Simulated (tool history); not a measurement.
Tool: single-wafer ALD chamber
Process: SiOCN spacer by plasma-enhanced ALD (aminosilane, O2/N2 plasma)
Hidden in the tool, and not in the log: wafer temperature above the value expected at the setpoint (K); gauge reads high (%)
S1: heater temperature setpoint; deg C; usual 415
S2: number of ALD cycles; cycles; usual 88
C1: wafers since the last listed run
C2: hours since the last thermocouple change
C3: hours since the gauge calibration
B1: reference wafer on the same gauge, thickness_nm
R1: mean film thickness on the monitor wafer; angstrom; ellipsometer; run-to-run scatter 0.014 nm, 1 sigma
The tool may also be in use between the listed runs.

run   hour   S1   S2  C1     C2     C3     B1     R1
  1    0.0  415   88   0  662.4  229.5  6.038  55.47
  2   30.1  415   88  67  692.5  259.6  6.047  55.57
  3   62.1  415   88  71  724.5  291.6  6.051  55.82
  4   92.6  415   88  68  755.0  322.1  6.061  55.75
  5  122.2  415   88  66  784.6  351.7  6.069  55.57
  6  149.8  415   78  61  812.2  379.3  6.083  49.36
  7  170.5  415   88  46  832.9  400.0  6.086  55.78
     184.7  -- gauge calibrated
  8  191.3  402   88  46  853.7    6.6  6.019  57.26
     225.5  -- thermocouple changed; heater temperature recalibrated
  9  226.0  415   88  59    0.5   41.3  6.016  55.37
 10  242.0  410  104  35   16.5   57.3  6.019  66.20
 11  272.7  426   76  68   47.2   88.0  6.020  46.13
 12  301.7  426  102  64   76.2  117.0  6.023  61.99
 13  333.9  424   82  72  108.4  149.2  6.028  50.13
 14  353.5  407   76  43  128.0  168.8  6.031  48.87

Run-by-run hidden state of the tool:
wafer temperature above the value expected at the setpoint (K): 0, the same for each run
H1: gauge reads high (%)
run        H1
  1     0.351
  2     0.458
  3     0.588
  4     0.725
  5     0.871
  6      1.02
  7      1.14
  8    -0.012
  9  0.000197
 10    0.0118
 11    0.0444
 12     0.088
 13     0.151
 14     0.196

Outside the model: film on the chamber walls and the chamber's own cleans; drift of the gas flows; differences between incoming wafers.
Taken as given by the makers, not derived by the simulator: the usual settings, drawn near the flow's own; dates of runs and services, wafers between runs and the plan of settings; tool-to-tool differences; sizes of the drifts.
